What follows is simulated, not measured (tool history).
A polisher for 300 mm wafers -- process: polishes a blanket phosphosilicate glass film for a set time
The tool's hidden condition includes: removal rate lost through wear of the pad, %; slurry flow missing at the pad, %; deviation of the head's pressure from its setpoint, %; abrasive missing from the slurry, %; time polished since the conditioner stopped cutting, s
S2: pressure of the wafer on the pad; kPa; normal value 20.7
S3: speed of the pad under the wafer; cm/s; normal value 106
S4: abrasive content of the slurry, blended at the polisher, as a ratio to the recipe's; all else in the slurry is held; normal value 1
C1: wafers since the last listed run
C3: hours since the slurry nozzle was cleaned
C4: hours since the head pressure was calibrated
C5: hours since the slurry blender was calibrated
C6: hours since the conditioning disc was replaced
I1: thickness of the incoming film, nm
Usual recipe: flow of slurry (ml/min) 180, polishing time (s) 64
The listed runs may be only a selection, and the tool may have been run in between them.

{"run": 1, "hour": 0.0, "flow of slurry (ml/min)": 180, "S2": 20.7, "S3": 106, "S4": 1, "polishing time (s)": 64, "C1": 0, "wafers polished on this pad": 466, "C3": 355.4, "C4": 806.1, "C5": 81.9, "C6": 92, "I1": 4227, "film removed (Å)": 5539}
{"run": 2, "hour": 6.0, "flow of slurry (ml/min)": 180, "S2": 20.7, "S3": 106, "S4": 1, "polishing time (s)": 64, "C1": 39, "wafers polished on this pad": 506, "C3": 361.4, "C4": 812.1, "C5": 87.9, "C6": 98, "I1": 4262.6, "film removed (Å)": 5330}
{"run": 3, "hour": 16.8, "flow of slurry (ml/min)": 180, "S2": 20.7, "S3": 106, "S4": 1, "polishing time (s)": 64, "C1": 71, "wafers polished on this pad": 578, "C3": 372.2, "C4": 822.9, "C5": 98.7, "C6": 108.8, "I1": 4281.2, "film removed (Å)": 5334}
{"hour": 25.8, "done": "worn pad replaced by a new one"}
{"run": 4, "hour": 30.5, "flow of slurry (ml/min)": 180, "S2": 20.7, "S3": 106, "S4": 1, "polishing time (s)": 64, "C1": 64, "wafers polished on this pad": 31, "C3": 385.9, "C4": 836.6, "C5": 112.4, "C6": 122.5, "I1": 4229.3, "film removed (Å)": 5321}
{"hour": 36.7, "done": "conditioning disc replaced and pad reconditioned"}
{"run": 5, "hour": 38.9, "flow of slurry (ml/min)": 180, "S2": 20.7, "S3": 106, "S4": 1, "polishing time (s)": 64, "C1": 42, "wafers polished on this pad": 73, "C3": 394.3, "C4": 845, "C5": 120.8, "C6": 2.2, "I1": 4257.5, "film removed (Å)": 5771}
{"run": 6, "hour": 54.1, "flow of slurry (ml/min)": 180, "S2": 20.7, "S3": 106, "S4": 1, "polishing time (s)": 64, "C1": 101, "wafers polished on this pad": 174, "C3": 409.5, "C4": 860.2, "C5": 136, "C6": 17.4, "I1": 4274.3, "film removed (Å)": 5698}
{"run": 7, "hour": 62.9, "flow of slurry (ml/min)": 180, "S2": 20.7, "S3": 106, "S4": 1, "polishing time (s)": 64, "C1": 58, "wafers polished on this pad": 233, "C3": 418.3, "C4": 869, "C5": 144.8, "C6": 26.2, "I1": 4297.8, "film removed (Å)": 5616}
{"run": 8, "hour": 74.7, "flow of slurry (ml/min)": 180, "S2": 20.7, "S3": 106, "S4": 1, "polishing time (s)": 64, "C1": 78, "wafers polished on this pad": 311, "C3": 430.1, "C4": 880.8, "C5": 156.6, "C6": 38, "I1": 4239.3, "film removed (Å)": 5683}
{"run": 9, "hour": 89.2, "flow of slurry (ml/min)": 180, "S2": 20.7, "S3": 114, "S4": 1, "polishing time (s)": 64, "C1": 96, "wafers polished on this pad": 408, "C3": 444.6, "C4": 895.3, "C5": 171.1, "C6": 52.5, "I1": 4182.2, "film removed (Å)": 5827}
{"run": 10, "hour": 99.0, "flow of slurry (ml/min)": 180, "S2": 20.7, "S3": 114, "S4": 1, "polishing time (s)": 64, "C1": 65, "wafers polished on this pad": 473, "C3": 454.4, "C4": 905.1, "C5": 180.9, "C6": 62.3, "I1": 4274.9, "film removed (Å)": 5826}
{"run": 11, "hour": 110.5, "flow of slurry (ml/min)": 180, "S2": 20.7, "S3": 106, "S4": 1, "polishing time (s)": 64, "C1": 76, "wafers polished on this pad": 549, "C3": 465.9, "C4": 916.6, "C5": 192.4, "C6": 73.8, "I1": 4318, "film removed (Å)": 5588}
{"hour": 128.0, "done": "worn pad replaced by a new one"}
{"run": 12, "hour": 128.5, "flow of slurry (ml/min)": 180, "S2": 26.2, "S3": 106, "S4": 1.1, "polishing time (s)": 64, "C1": 93, "wafers polished on this pad": 3, "C3": 483.9, "C4": 934.6, "C5": 210.4, "C6": 91.8, "I1": 4263.5, "film removed (Å)": 7314}
{"run": 13, "hour": 154.8, "flow of slurry (ml/min)": 180, "S2": 20.7, "S3": 106, "S4": 1, "polishing time (s)": 64, "C1": 174, "wafers polished on this pad": 178, "C3": 510.2, "C4": 960.9, "C5": 236.7, "C6": 118.1, "I1": 4208.6, "film removed (Å)": 5468}
{"run": 14, "hour": 163.1, "flow of slurry (ml/min)": 180, "S2": 20.7, "S3": 106, "S4": 1.2, "polishing time (s)": 64, "C1": 55, "wafers polished on this pad": 233, "C3": 518.5, "C4": 969.2, "C5": 245, "C6": 126.4, "I1": 4205.9, "film removed (Å)": 5841}
{"hour": 173.6, "done": "slurry blender recalibrated"}
{"hour": 174.4, "done": "conditioning disc replaced and pad reconditioned"}
{"hour": 175.9, "done": "head pressure recalibrated"}
{"run": 15, "hour": 192.0, "flow of slurry (ml/min)": 180, "S2": 20.7, "S3": 106, "S4": 1, "polishing time (s)": 58, "C1": 163, "wafers polished on this pad": 397, "C3": 547.4, "C4": 16.1, "C5": 18.4, "C6": 17.6, "I1": 4312.7, "film removed (Å)": 4570}
{"run": 16, "hour": 203.0, "flow of slurry (ml/min)": 180, "S2": 20.7, "S3": 106, "S4": 0.75, "polishing time (s)": 64, "C1": 73, "wafers polished on this pad": 470, "C3": 558.4, "C4": 27.1, "C5": 29.4, "C6": 28.6, "I1": 4267.5, "film removed (Å)": 4250}
{"hour": 208.9, "done": "slurry nozzle cleaned"}
{"hour": 211.1, "done": "conditioning disc replaced and pad reconditioned, repeated, since the last time left the tool worse"}
{"hour": 214.3, "done": "worn pad replaced by a new one"}
{"run": 17, "hour": 214.8, "flow of slurry (ml/min)": 200, "S2": 26.9, "S3": 106, "S4": 1, "polishing time (s)": 58, "C1": 36, "wafers polished on this pad": 3, "C3": 5.9, "C4": 38.9, "C5": 41.2, "C6": 3.7, "I1": 4258.1, "film removed (Å)": 6800}
{"run": 18, "hour": 228.2, "flow of slurry (ml/min)": 180, "S2": 20.7, "S3": 106, "S4": 1, "polishing time (s)": 64, "C1": 89, "wafers polished on this pad": 92, "C3": 19.3, "C4": 52.3, "C5": 54.6, "C6": 17.1, "I1": 4221.1, "film removed (Å)": 5720}
{"run": 19, "hour": 251.5, "flow of slurry (ml/min)": 240, "S2": 27.6, "S3": 144, "S4": 1, "polishing time (s)": 64, "C1": 154, "wafers polished on this pad": 247, "C3": 42.6, "C4": 75.6, "C5": 77.9, "C6": 40.4, "I1": 4249.7, "film removed (Å)": 9174}
{"run": 20, "hour": 258.7, "flow of slurry (ml/min)": 180, "S2": 20.7, "S3": 106, "S4": 1, "polishing time (s)": 58, "C1": 47, "wafers polished on this pad": 295, "C3": 49.8, "C4": 82.8, "C5": 85.1, "C6": 47.6, "I1": 4265.7, "film removed (Å)": 5065}
{"run": 21, "hour": 265.9, "flow of slurry (ml/min)": 205, "S2": 20.7, "S3": 136, "S4": 0.85, "polishing time (s)": 84, "C1": 47, "wafers polished on this pad": 343, "C3": 57, "C4": 90, "C5": 92.3, "C6": 54.8, "I1": 4235.2, "film removed (Å)": 7874}
{"run": 22, "hour": 278.1, "flow of slurry (ml/min)": 180, "S2": 20.7, "S3": 106, "S4": 1, "polishing time (s)": 64, "C1": 81, "wafers polished on this pad": 424, "C3": 69.2, "C4": 102.2, "C5": 104.5, "C6": 67, "I1": 4263.1, "film removed (Å)": 5506}

Each run again, without the hidden state but with its own random variation kept:
run=1 film_removed_(Å)=5867
run=2 film_removed_(Å)=5663
run=3 film_removed_(Å)=5696
run=4 film_removed_(Å)=5720
run=5 film_removed_(Å)=5785
run=6 film_removed_(Å)=5760
run=7 film_removed_(Å)=5705
run=8 film_removed_(Å)=5809
run=9 film_removed_(Å)=6011
run=10 film_removed_(Å)=6043
run=11 film_removed_(Å)=5821
run=12 film_removed_(Å)=7779
run=13 film_removed_(Å)=5824
run=14 film_removed_(Å)=6247
run=15 film_removed_(Å)=5223
run=16 film_removed_(Å)=4880
run=17 film_removed_(Å)=6840
run=18 film_removed_(Å)=5789
run=19 film_removed_(Å)=9544
run=20 film_removed_(Å)=5211
run=21 film_removed_(Å)=8180
run=22 film_removed_(Å)=5723

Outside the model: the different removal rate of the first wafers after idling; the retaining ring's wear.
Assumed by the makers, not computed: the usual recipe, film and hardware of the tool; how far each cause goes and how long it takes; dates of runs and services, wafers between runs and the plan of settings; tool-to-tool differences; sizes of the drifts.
